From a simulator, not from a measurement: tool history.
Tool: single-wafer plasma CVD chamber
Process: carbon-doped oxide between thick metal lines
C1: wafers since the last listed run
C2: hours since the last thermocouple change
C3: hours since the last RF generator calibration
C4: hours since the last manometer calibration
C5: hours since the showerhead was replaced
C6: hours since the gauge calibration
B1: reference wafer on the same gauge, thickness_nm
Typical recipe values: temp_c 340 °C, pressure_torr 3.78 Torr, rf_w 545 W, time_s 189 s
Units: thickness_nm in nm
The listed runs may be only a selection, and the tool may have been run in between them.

Run 1, hour 0.0: usual settings; C1 0; C2 2240.5; C3 629.0; C4 1771.2; C5 6281.9; C6 1296.1; B1 861.290. Result: thickness_nm 954.089 nm.
Run 2, hour 69.9: usual settings; C1 432; C2 2310.4; C3 698.9; C4 1841.1; C5 6351.8; C6 1366.0; B1 863.031. Result: thickness_nm 959.250 nm.
Run 3, hour 125.0: usual settings; C1 340; C2 2365.5; C3 754.0; C4 1896.2; C5 6406.9; C6 1421.1; B1 861.484. Result: thickness_nm 961.305 nm.
Run 4, hour 150.2: usual settings; C1 155; C2 2390.7; C3 779.2; C4 1921.4; C5 6432.1; C6 1446.3; B1 861.690. Result: thickness_nm 960.701 nm.
Run 5, hour 210.6: usual settings; C1 373; C2 2451.1; C3 839.6; C4 1981.8; C5 6492.5; C6 1506.7; B1 861.250. Result: thickness_nm 961.098 nm.
Run 6, hour 264.0: usual settings; C1 330; C2 2504.5; C3 893.0; C4 2035.2; C5 6545.9; C6 1560.1; B1 861.559. Result: thickness_nm 952.973 nm.
Run 7, hour 332.6: usual settings; C1 424; C2 2573.1; C3 961.6; C4 2103.8; C5 6614.5; C6 1628.7; B1 861.961. Result: thickness_nm 959.757 nm.
At hour 376.7: thermocouple changed; heater temperature recalibrated.
Run 8, hour 377.2: usual settings; C1 226; C2 0.5; C3 1006.2; C4 2148.4; C5 6659.1; C6 1673.3; B1 861.953. Result: thickness_nm 958.299 nm.
Run 9, hour 416.3: usual settings; C1 241; C2 39.6; C3 1045.3; C4 2187.5; C5 6698.2; C6 1712.4; B1 862.120. Result: thickness_nm 955.321 nm.
Run 10, hour 471.5: usual settings; C1 341; C2 94.8; C3 1100.5; C4 2242.7; C5 6753.4; C6 1767.6; B1 862.121. Result: thickness_nm 959.094 nm.
At hour 508.5: gauge calibrated.
Run 11, hour 518.1: usual settings; C1 288; C2 141.4; C3 1147.1; C4 2289.3; C5 6800.0; C6 9.6; B1 862.170. Result: thickness_nm 958.536 nm.
Run 12, hour 586.9: usual settings but pressure_torr 3.48 Torr, time_s 157 s; C1 425; C2 210.2; C3 1215.9; C4 2358.1; C5 6868.8; C6 78.4; B1 861.319. Result: thickness_nm 780.035 nm.
Run 13, hour 625.4: usual settings but temp_c 350 °C, pressure_torr 4.46 Torr, rf_w 600 W, time_s 167 s; C1 238; C2 248.7; C3 1254.4; C4 2396.6; C5 6907.3; C6 116.9; B1 861.278. Result: thickness_nm 902.326 nm.
Run 14, hour 653.1: usual settings but temp_c 348 °C; C1 171; C2 276.4; C3 1282.1; C4 2424.3; C5 6935.0; C6 144.6; B1 861.865. Result: thickness_nm 929.639 nm.
Run 15, hour 690.0: usual settings but pressure_torr 3.44 Torr; C1 228; C2 313.3; C3 1319.0; C4 2461.2; C5 6971.9; C6 181.5; B1 862.043. Result: thickness_nm 941.288 nm.
At hour 724.1: capacitance manometer re-zeroed and calibrated.
Run 16, hour 757.5: usual settings but temp_c 330 °C, pressure_torr 2.84 Torr, rf_w 625 W, time_s 222 s; C1 368; C2 380.8; C3 1386.5; C4 33.4; C5 7039.4; C6 249.0; B1 861.550. Result: thickness_nm 1193.303 nm.
Run 17, hour 808.2: usual settings but temp_c 349 °C, pressure_torr 4.67 Torr, rf_w 575 W, time_s 225 s; C1 313; C2 431.5; C3 1437.2; C4 84.1; C5 7090.1; C6 299.7; B1 861.698. Result: thickness_nm 1199.820 nm.
At hour 859.4: showerhead replaced.
At hour 863.4: RF generator calibrated.
Run 18, hour 871.4: usual settings but rf_w 635 W; C1 316; C2 494.7; C3 8.0; C4 147.3; C5 12.0; C6 362.9; B1 861.924. Result: thickness_nm 1070.242 nm.
Run 19, hour 919.6: usual settings but temp_c 330 °C, pressure_torr 3.54 Torr; C1 298; C2 542.9; C3 56.2; C4 195.5; C5 60.2; C6 411.1; B1 862.127. Result: thickness_nm 1000.064 nm.
Run 20, hour 963.1: usual settings; C1 269; C2 586.4; C3 99.7; C4 239.0; C5 103.7; C6 454.6; B1 861.722. Result: thickness_nm 981.862 nm.
Run 21, hour 992.9: usual settings but pressure_torr 4.11 Torr, rf_w 580 W; C1 184; C2 616.2; C3 129.5; C4 268.8; C5 133.5; C6 484.4; B1 862.242. Result: thickness_nm 1021.934 nm.
Run 22, hour 1032.1: usual settings but rf_w 605 W, time_s 160 s; C1 242; C2 655.4; C3 168.7; C4 308.0; C5 172.7; C6 523.6; B1 861.618. Result: thickness_nm 874.931 nm.
Run 23, hour 1073.5: usual settings; C1 256; C2 696.8; C3 210.1; C4 349.4; C5 214.1; C6 565.0; B1 861.840. Result: thickness_nm 970.738 nm.
Run 24, hour 1223.7: usual settings but time_s 203 s; C1 929; C2 847.0; C3 360.3; C4 499.6; C5 364.3; C6 715.2; B1 862.136. Result: thickness_nm 1046.802 nm.
Run 25, hour 1293.5: usual settings but temp_c 345 °C, pressure_torr 4.48 Torr, rf_w 620 W; C1 431; C2 916.8; C3 430.1; C4 569.4; C5 434.1; C6 785.0; B1 862.061. Result: thickness_nm 1061.977 nm.
Run 26, hour 1326.6: usual settings but pressure_torr 3.39 Torr; C1 204; C2 949.9; C3 463.2; C4 602.5; C5 467.2; C6 818.1; B1 862.177. Result: thickness_nm 944.377 nm.
Run 27, hour 1394.6: usual settings; C1 420; C2 1017.9; C3 531.2; C4 670.5; C5 535.2; C6 886.1; B1 862.942. Result: thickness_nm 966.269 nm.
Run 28, hour 1435.3: usual settings but pressure_torr 4.09 Torr, rf_w 515 W, time_s 223 s; C1 251; C2 1058.6; C3 571.9; C4 711.2; C5 575.9; C6 926.8; B1 862.110. Result: thickness_nm 1115.903 nm.
Run 29, hour 1483.7: usual settings but pressure_torr 2.99 Torr, time_s 160 s; C1 299; C2 1107.0; C3 620.3; C4 759.6; C5 624.3; C6 975.2; B1 861.823. Result: thickness_nm 784.194 nm.

Predict each of these 3 candidate next runs independently; none follows another, all start after run 29:
Run A, hour 1484.2: usual settings; C1 3; C2 1107.5; C3 620.8; C4 760.1; C5 624.8; C6 975.7; B1 ?. Result: thickness_nm ?.
Run B, hour 1484.2: usual settings but pressure_torr 3.46 Torr, rf_w 605 W, time_s 160 s; C1 3; C2 1107.5; C3 620.8; C4 760.1; C5 624.8; C6 975.7; B1 ?. Result: thickness_nm ?.
Run C, hour 1484.2: usual settings but temp_c 354 °C, pressure_torr 3.04 Torr, rf_w 495 W, time_s 166 s; C1 3; C2 1107.5; C3 620.8; C4 760.1; C5 624.8; C6 975.7; B1 ?. Result: thickness_nm ?.

run       B1  thickness_nm
  A  861.540       971.269
  B  861.540       857.205
  C  861.540       742.323
Take away the tool's hidden state, keep each run's random variation, and the runs would have read:
run  thickness_nm
  A       988.306
  B       871.771
  C       755.632

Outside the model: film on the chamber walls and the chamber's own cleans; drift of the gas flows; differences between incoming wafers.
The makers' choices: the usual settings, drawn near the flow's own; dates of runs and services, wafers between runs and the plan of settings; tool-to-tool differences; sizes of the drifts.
